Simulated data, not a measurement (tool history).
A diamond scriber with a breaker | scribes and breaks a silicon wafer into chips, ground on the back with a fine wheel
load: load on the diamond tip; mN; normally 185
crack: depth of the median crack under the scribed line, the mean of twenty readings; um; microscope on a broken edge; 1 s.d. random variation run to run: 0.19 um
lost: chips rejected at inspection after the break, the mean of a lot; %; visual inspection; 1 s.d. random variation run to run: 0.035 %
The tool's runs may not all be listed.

run     day  load  wafers since the last listed run  hours since the diamond tip was replaced  hours since the load on the tip was calibrated  incoming depth of the damage left on the back of the incoming wafer, um  crack  lost
  1   0.000   228                                 0                                     138.9                                          1133.1                                                                     1.54  14.76  1.67
  2   0.521   228                                29                                     151.4                                          1145.6                                                                     2.29  14.46  1.82
  3   2.542   228                               115                                     199.9                                          1194.1                                                                     1.84  14.33  1.42
  4   3.208   185                                38                                     215.9                                          1210.1                                                                     2.74  12.63  1.86
  5   3.725   205                                29                                     228.3                                          1222.5                                                                     2.14  13.19  0.93
  6   4.288   204                                32                                     241.8                                          1236.0                                                                     1.77  13.58  0.84
  7   4.604   154                                18                                     249.4                                          1243.6                                                                     2.29  12.26  4.33
  8   5.154   154                                31                                     262.6                                          1256.8                                                                     2.18  11.83  4.65
  9   5.875   222                                41                                     279.9                                          1274.1                                                                     2.05  13.89  0.97
 10   6.167   222                                16                                     286.9                                          1281.1                                                                     2.38  13.72  1.21
 11   6.483   185                                18                                     294.5                                          1288.7                                                                     2.46  12.64  2.59
 12   7.067   185                                33                                     308.5                                          1302.7                                                                     2.00  12.48  2.37
 13   7.388   185                                18                                     316.2                                          1310.4                                                                     1.83  12.67  2.45
 14   7.879   185                                28                                     328.0                                          1322.2                                                                     2.41  12.20  3.11
      8.212  -- load on the tip recalibrated
 15   8.371   185                                23                                     339.8                                             3.8                                                                     1.73  12.35  2.86
      9.417  -- diamond tip replaced by a new one
 16   9.438   219                                56                                       0.5                                            29.4                                                                     2.68  14.70  2.17
 17  10.004   219                                32                                      14.1                                            43.0                                                                     1.76  14.15  1.80
 18  10.271   185                                15                                      20.5                                            49.4                                                                     1.61  13.79  0.80
 19  10.754   185                                27                                      32.1                                            61.0                                                                     2.98  13.22  1.75
 20  11.267   219                                29                                      44.4                                            73.3                                                                     1.91  14.61  1.65
 21  11.729   213                                26                                      55.5                                            84.4                                                                     2.94  14.15  2.04
 22  12.175   131                                25                                      66.2                                            95.1                                                                     1.87  11.67  4.99
 23  12.904   217                                41                                      83.7                                           112.6                                                                     1.72  14.87  1.46
 24  13.450   185                                31                                      96.8                                           125.7                                                                     1.97  13.22  0.93
 25  13.829   221                                21                                     105.9                                           134.8                                                                     2.16  14.42  1.76
 26  14.383   143                                31                                     119.2                                           148.1                                                                     2.64  12.14  4.58
 27  14.983   229                                34                                     133.6                                           162.5                                                                     1.83  14.49  1.93
 28  15.675   131                                39                                     150.2                                           179.1                                                                     2.22  11.89  5.92
 29  16.229   215                                31                                     163.5                                           192.4                                                                     2.64  14.14  1.59
 30  16.867   185                                36                                     178.8                                           207.7                                                                     2.02  13.06  1.09
 31  18.542   238                                95                                     219.0                                           247.9                                                                     2.25  14.57  1.99
 32  18.925   185                                21                                     228.2                                           257.1                                                                     1.94  12.99  1.37
 33  19.238   139                                17                                     235.7                                           264.6                                                                     2.51  11.63  7.00
 34  19.846   231                                34                                     250.3                                           279.2                                                                     2.99  14.27  2.03
 35  20.379   158                                30                                     263.1                                           292.0                                                                     2.83  12.05  4.87
 36  20.688   151                                17                                     270.5                                           299.4                                                                     2.95  11.73  6.22
 37  21.250   140                                32                                     284.0                                           312.9                                                                     1.80  11.09  7.18
 38  21.979   208                                41                                     301.5                                           330.4                                                                     2.79  13.28  1.75
 39  22.567   185                                33                                     315.6                                           344.5                                                                     2.52  12.37  2.86

Entry by entry between the runs, the difference in hidden state between the last listed run before and the first listed run after:
In the gap between runs 14 and 15: load on the tip recalibrated (day 8.212)
  share of the diamond tip's cutting effectiveness lost through wear, %: 12.9 -> 13.7
  measured value less the no-hidden-state value, crack: -1.17 -> -1.28 um; lost: +1.93 -> +2.07 %
In the gap between runs 15 and 16: diamond tip replaced by a new one (day 9.417)
  share of the diamond tip's cutting effectiveness lost through wear, %: 13.7 -> 0.565
  measured value less the no-hidden-state value, crack: -1.28 -> -0.05 um; lost: +2.07 -> -0.10 %

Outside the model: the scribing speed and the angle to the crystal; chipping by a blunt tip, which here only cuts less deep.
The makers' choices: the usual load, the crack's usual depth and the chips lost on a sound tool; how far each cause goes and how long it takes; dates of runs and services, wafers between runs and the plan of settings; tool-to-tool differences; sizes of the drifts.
